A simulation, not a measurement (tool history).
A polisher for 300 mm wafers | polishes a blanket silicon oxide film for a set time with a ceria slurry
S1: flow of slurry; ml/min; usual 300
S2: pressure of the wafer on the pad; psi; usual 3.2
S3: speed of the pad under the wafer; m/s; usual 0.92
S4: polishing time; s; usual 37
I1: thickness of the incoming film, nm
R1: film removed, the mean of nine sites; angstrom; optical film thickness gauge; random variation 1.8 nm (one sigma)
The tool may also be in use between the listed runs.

run 1 hour=0.0 | S1=300 S2=3.2 S3=0.92 S4=37 | I1=1086.5 | R1=1837
run 2 hour=14.8 | S1=300 S2=2.6 S3=0.92 S4=33 | I1=1073.3 | R1=1438
run 3 hour=29.1 | S1=300 S2=2.6 S3=0.92 S4=33 | I1=1068.5 | R1=1419
run 4 hour=35.3 | S1=300 S2=2.6 S3=0.92 S4=33 | I1=1060.4 | R1=1411
run 5 hour=50.3 | S1=300 S2=3.2 S3=1.06 S4=37 | I1=1071.9 | R1=2090
run 6 hour=57.7 | S1=300 S2=3.2 S3=1.06 S4=37 | I1=1059.4 | R1=2130
run 7 hour=63.7 | S1=300 S2=3.2 S3=1.06 S4=37 | I1=1075.3 | R1=2125
run 8 hour=79.0 | S1=300 S2=3.2 S3=1.10 S4=34 | I1=1045.3 | R1=2019
run 9 hour=94.5 | S1=300 S2=3.2 S3=1.10 S4=34 | I1=1061.0 | R1=2009
run 10 hour=105.7 | S1=300 S2=3.2 S3=0.92 S4=46 | I1=1067.1 | R1=2236
run 11 hour=117.4 | S1=300 S2=3.2 S3=0.92 S4=37 | I1=1060.4 | R1=1833
run 12 hour=130.3 | S1=300 S2=3.2 S3=0.92 S4=37 | I1=1070.0 | R1=1861
run 13 hour=139.0 | S1=300 S2=3.2 S3=0.92 S4=37 | I1=1060.1 | R1=1840
run 14 hour=153.4 | S1=300 S2=3.2 S3=0.92 S4=37 | I1=1082.7 | R1=1839
run 15 hour=175.0 | S1=345 S2=3.2 S3=0.92 S4=37 | I1=1081.4 | R1=1849
run 16 hour=191.9 | S1=345 S2=3.2 S3=0.92 S4=37 | I1=1069.9 | R1=1844
run 17 hour=199.1 | S1=300 S2=3.2 S3=0.92 S4=37 | I1=1064.7 | R1=1845
run 18 hour=213.1 | S1=300 S2=3.2 S3=1.10 S4=37 | I1=1069.7 | R1=2170
run 19 hour=224.5 | S1=300 S2=3.2 S3=1.06 S4=37 | I1=1081.5 | R1=2081
run 20 hour=240.7 | S1=300 S2=3.2 S3=0.92 S4=27 | I1=1076.0 | R1=1340
run 21 hour=244.8 | S1=300 S2=3.2 S3=1.10 S4=37 | I1=1066.3 | R1=2172
run 22 hour=259.8 | S1=300 S2=3.2 S3=0.92 S4=37 | I1=1070.6 | R1=1817
run 23 hour=277.3 | S1=300 S2=4.0 S3=0.74 S4=37 | I1=1069.5 | R1=1823
run 24 hour=292.2 | S1=300 S2=2.3 S3=0.92 S4=37 | I1=1060.6 | R1=1517
run 25 hour=308.6 | S1=300 S2=3.7 S3=0.64 S4=37 | I1=1064.7 | R1=1458
run 26 hour=348.5 | S1=300 S2=3.2 S3=0.92 S4=50 | I1=1050.6 | R1=2499
run 27 hour=356.5 | S1=225 S2=3.5 S3=0.92 S4=37 | I1=1080.0 | R1=1946
run 28 hour=368.3 | S1=245 S2=4.3 S3=1.24 S4=37 | I1=1070.8 | R1=3057
run 29 hour=384.1 | S1=300 S2=3.7 S3=0.92 S4=37 | I1=1068.8 | R1=2077
run 30 hour=401.3 | S1=300 S2=3.2 S3=0.92 S4=37 | I1=1082.4 | R1=1837
run 31 hour=417.0 | S1=300 S2=2.1 S3=0.92 S4=37 | I1=1087.2 | R1=1413
run 32 hour=429.2 | S1=240 S2=2.7 S3=0.68 S4=44 | I1=1058.0 | R1=1427
run 33 hour=437.6 | S1=335 S2=3.7 S3=0.92 S4=37 | I1=1073.6 | R1=2072
run 34 hour=453.3 | S1=300 S2=2.5 S3=1.10 S4=37 | I1=1078.6 | R1=1846
run 35 hour=467.4 | S1=300 S2=4.3 S3=0.92 S4=37 | I1=1064.0 | R1=2274
run 36 hour=479.1 | S1=400 S2=3.2 S3=0.92 S4=28 | I1=1071.0 | R1=1433
run 37 hour=492.6 | S1=300 S2=2.6 S3=0.92 S4=37 | I1=1073.4 | R1=1591

Not shown: 5 entries that the log had between the listed runs. Between which runs, and how does the tool's hidden state differ before and after?
Between runs 8 and 9: worn pad replaced by a new one (hour 94.0)
  slurry flow missing at the pad, %: 36 -> 37
  measured less the result without the state, R1: -78 -> -80 angstrom
Between runs 19 and 20: worn pad replaced by a new one (hour 240.2)
  slurry flow missing at the pad, %: 42.3 -> 42.7
  measured less the result without the state, R1: -103 -> -67 angstrom
Between runs 22 and 23: slurry nozzle cleaned (hour 261.4)
  slurry flow missing at the pad, %: 43.1 -> 5.98
  measured less the result without the state, R1: -92 -> -9 angstrom
Between runs 24 and 25: head pressure recalibrated (hour 302.6)
  slurry flow missing at the pad, %: 9.44 -> 12.9
  measured less the result without the state, R1: -12 -> -16 angstrom
Between runs 28 and 29: worn pad replaced by a new one (hour 373.7)
  slurry flow missing at the pad, %: 22.8 -> 24.8
  measured less the result without the state, R1: -75 -> -48 angstrom
